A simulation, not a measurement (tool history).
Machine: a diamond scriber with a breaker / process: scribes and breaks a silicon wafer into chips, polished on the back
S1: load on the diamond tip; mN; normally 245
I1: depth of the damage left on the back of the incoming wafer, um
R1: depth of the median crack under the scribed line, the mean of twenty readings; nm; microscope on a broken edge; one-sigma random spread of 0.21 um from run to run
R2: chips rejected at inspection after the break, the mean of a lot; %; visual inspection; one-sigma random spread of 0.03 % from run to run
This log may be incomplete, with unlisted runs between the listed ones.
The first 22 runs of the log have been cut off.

run    hour   S1    I1     R1     R2
       1827  -- load on the tip recalibrated
 23  1842.9  245  0.04  10780   4.24
 24  1901.9  305  0.01  12910   0.69
     1917.5  -- diamond tip replaced by a new one
 25  1956.1  272  0.04  13670   2.14
 26  2033.6  273  0.05  13950   1.79
 27    2116  180  0.01   9460  13.48
 28  2222.4  307  0.02  14270   3.54
 29  2328.8  303  0.03  14120   1.88
     2348.9  -- diamond tip replaced by a new one
 30  2366.9  245  0.04  13670   0.92
 31  2423.8  216  0.04  11990   1.75
 32  2471.7  308  0.05  15560   6.93

Branching from run 32: 5 alternative next runs. What would each branch give?
  A  2472.3  245  0.04   ?   ?
  B  2472.3  294  0.04   ?   ?
  C  2472.3  188  0.04   ?   ?
  D  2472.3  190  0.04   ?   ?
  E  2472.3  284  0.04   ?   ?

run     R1    R2
  A  12840  0.66
  B  14950  4.64
  C  10140  7.99
  D  10240  7.38
  E  14540   3.4
Without the tool's unlogged condition, the same runs would have read:
run     R1    R2
  A  12690  0.64
  B  14780  4.09
  C  10020  8.76
  D  10120  8.12
  E  14360  2.94

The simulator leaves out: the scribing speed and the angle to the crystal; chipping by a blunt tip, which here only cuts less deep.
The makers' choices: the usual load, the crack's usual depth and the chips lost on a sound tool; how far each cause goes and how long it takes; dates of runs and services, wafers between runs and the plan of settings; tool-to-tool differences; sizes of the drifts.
